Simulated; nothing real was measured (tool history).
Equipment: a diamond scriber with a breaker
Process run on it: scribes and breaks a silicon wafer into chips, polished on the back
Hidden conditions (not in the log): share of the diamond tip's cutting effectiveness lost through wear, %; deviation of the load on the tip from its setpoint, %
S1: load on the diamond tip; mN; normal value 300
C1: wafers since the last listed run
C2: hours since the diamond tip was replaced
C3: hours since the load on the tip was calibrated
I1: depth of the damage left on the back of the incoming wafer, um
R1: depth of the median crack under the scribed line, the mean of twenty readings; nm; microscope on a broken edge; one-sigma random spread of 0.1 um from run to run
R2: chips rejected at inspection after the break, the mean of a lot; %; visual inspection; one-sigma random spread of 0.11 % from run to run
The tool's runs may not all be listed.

run 1 hour=0 | S1=340 | C1=0 C2=24.7 C3=711.5 | I1=0.04 | R1=10370 R2=14.2
run 2 hour=36.6 | S1=340 | C1=83 C2=61.3 C3=748.1 | I1=0.02 | R1=10300 R2=12.59
run 3 hour=44.5 | S1=300 | C1=18 C2=69.2 C3=756 | I1=0.02 | R1=8870 R2=3.22
run 4 hour=54.6 | S1=300 | C1=23 C2=79.3 C3=766.1 | I1=0.03 | R1=8940 R2=3.22
run 5 hour=68.6 | S1=300 | C1=32 C2=93.3 C3=780.1 | I1=0.04 | R1=8770 R2=2.97
run 6 hour=78.8 | S1=357 | C1=23 C2=103.5 C3=790.3 | I1=0.02 | R1=10430 R2=17.46
run 7 hour=87.5 | S1=357 | C1=19 C2=112.2 C3=799 | I1=0.04 | R1=10650 R2=15.47
run 8 hour=99.9 | S1=357 | C1=28 C2=124.6 C3=811.4 | I1=0.04 | R1=10740 R2=14.98
run 9 hour=110.2 | S1=300 | C1=23 C2=134.9 C3=821.7 | I1=0.01 | R1=8760 R2=2.28
run 10 hour=123.1 | S1=300 | C1=29 C2=147.8 C3=834.6 | I1=0.02 | R1=8670 R2=2.51
run 11 hour=139 | S1=300 | C1=36 C2=163.7 C3=850.5 | I1=0.02 | R1=8560 R2=2.32
run 12 hour=150 | S1=255 | C1=25 C2=174.7 C3=861.5 | I1=0.04 | R1=7280 R2=8.84
run 13 hour=163.4 | S1=271 | C1=30 C2=188.1 C3=874.9 | I1=0.02 | R1=7710 R2=4.42
run 14 hour=171.6 | S1=271 | C1=18 C2=196.3 C3=883.1 | I1=0.02 | R1=7530 R2=4.7
run 15 hour=187 | S1=271 | C1=35 C2=211.7 C3=898.5 | I1=0.04 | R1=7570 R2=4.74
run 16 hour=204.2 | S1=300 | C1=39 C2=228.9 C3=915.7 | I1=0.01 | R1=8530 R2=1.93
run 17 hour=219.4 | S1=331 | C1=34 C2=244.1 C3=930.9 | I1=0.03 | R1=9410 R2=5.55
run 18 hour=236.9 | S1=329 | C1=40 C2=261.6 C3=948.4 | I1=0.03 | R1=9050 R2=4.59
run 19 hour=247.2 | S1=329 | C1=23 C2=271.9 C3=958.7 | I1=0.01 | R1=9250 R2=4.24
run 20 hour=258.1 | S1=300 | C1=24 C2=282.8 C3=969.6 | I1=0.04 | R1=8130 R2=2.14
run 21 hour=265.5 | S1=342 | C1=16 C2=290.2 C3=977 | I1=0.05 | R1=9500 R2=6.17
run 22 hour=271.8 | S1=344 | C1=14 C2=296.5 C3=983.3 | I1=0.04 | R1=9250 R2=6.9
run 23 hour=284.3 | S1=326 | C1=28 C2=309 C3=995.8 | I1=0.01 | R1=8970 R2=3.18
run 24 hour=301.6 | S1=220 | C1=39 C2=326.3 C3=1013.1 | I1=0.01 | R1=5610 R2=39.7
-- hour=314.2 diamond tip replaced by a new one
run 25 hour=343.9 | S1=266 | C1=92 C2=29.7 C3=1055.4 | I1=0.03 | R1=8150 R2=1.89
run 26 hour=350.2 | S1=376 | C1=14 C2=36 C3=1061.7 | I1=0.04 | R1=11730 R2=28.45
run 27 hour=364.8 | S1=254 | C1=33 C2=50.6 C3=1076.3 | I1=0.04 | R1=7770 R2=4.14
run 28 hour=374.3 | S1=260 | C1=21 C2=60.1 C3=1085.8 | I1=0.03 | R1=7910 R2=2.97
run 29 hour=386.8 | S1=390 | C1=28 C2=72.6 C3=1098.3 | I1=0.01 | R1=11920 R2=33.62
-- hour=389 load on the tip recalibrated
run 30 hour=402.3 | S1=247 | C1=30 C2=88.1 C3=13.3 | I1=0.02 | R1=6420 R2=21.08
run 31 hour=417.7 | S1=270 | C1=35 C2=103.5 C3=28.7 | I1=0.02 | R1=7110 R2=8.93
run 32 hour=424.3 | S1=217 | C1=15 C2=110.1 C3=35.3 | I1=0.05 | R1=5440 R2=46.37
run 33 hour=432.5 | S1=364 | C1=18 C2=118.3 C3=43.5 | I1=0.02 | R1=9790 R2=8.8
run 34 hour=445.5 | S1=300 | C1=29 C2=131.3 C3=56.5 | I1=0.01 | R1=7920 R2=2.77
run 35 hour=453.8 | S1=383 | C1=19 C2=139.6 C3=64.8 | I1=0.04 | R1=10480 R2=11.69
run 36 hour=468.6 | S1=300 | C1=33 C2=154.4 C3=79.6 | I1=0.04 | R1=7890 R2=2.92
run 37 hour=484 | S1=359 | C1=35 C2=169.8 C3=95 | I1=0.05 | R1=9510 R2=6.73
run 38 hour=500.2 | S1=327 | C1=37 C2=186 C3=111.2 | I1=0.02 | R1=8370 R2=2.21
run 39 hour=506.6 | S1=357 | C1=14 C2=192.4 C3=117.6 | I1=0.04 | R1=9490 R2=5.33
run 40 hour=518.9 | S1=247 | C1=28 C2=204.7 C3=129.9 | I1=0.04 | R1=6160 R2=24.06
run 41 hour=534.9 | S1=382 | C1=36 C2=220.7 C3=145.9 | I1=0.04 | R1=10060 R2=10.13

Branching from run 41: 5 alternative next runs. What would each branch give?
run A hour=535.6 | S1=300 | C1=1 C2=221.4 C3=146.6 | I1=0.05 | R1=? R2=?
run B hour=535.6 | S1=273 | C1=1 C2=221.4 C3=146.6 | I1=0.05 | R1=? R2=?
run C hour=535.6 | S1=256 | C1=1 C2=221.4 C3=146.6 | I1=0.05 | R1=? R2=?
run D hour=535.6 | S1=377 | C1=1 C2=221.4 C3=146.6 | I1=0.05 | R1=? R2=?
run E hour=535.6 | S1=333 | C1=1 C2=221.4 C3=146.6 | I1=0.05 | R1=? R2=?

run=A R1=7680 R2=3.65
run=B R1=6920 R2=11.04
run=C R1=6430 R2=19.28
run=D R1=9660 R2=8.49
run=E R1=8560 R2=2.2
Stripped of hidden state, with their random variation kept, the same runs would have yielded:
run=A R1=8300 R2=1.92
run=B R1=7480 R2=5.02
run=C R1=6940 R2=10.81
run=D R1=10440 R2=16.18
run=E R1=9250 R2=5.29

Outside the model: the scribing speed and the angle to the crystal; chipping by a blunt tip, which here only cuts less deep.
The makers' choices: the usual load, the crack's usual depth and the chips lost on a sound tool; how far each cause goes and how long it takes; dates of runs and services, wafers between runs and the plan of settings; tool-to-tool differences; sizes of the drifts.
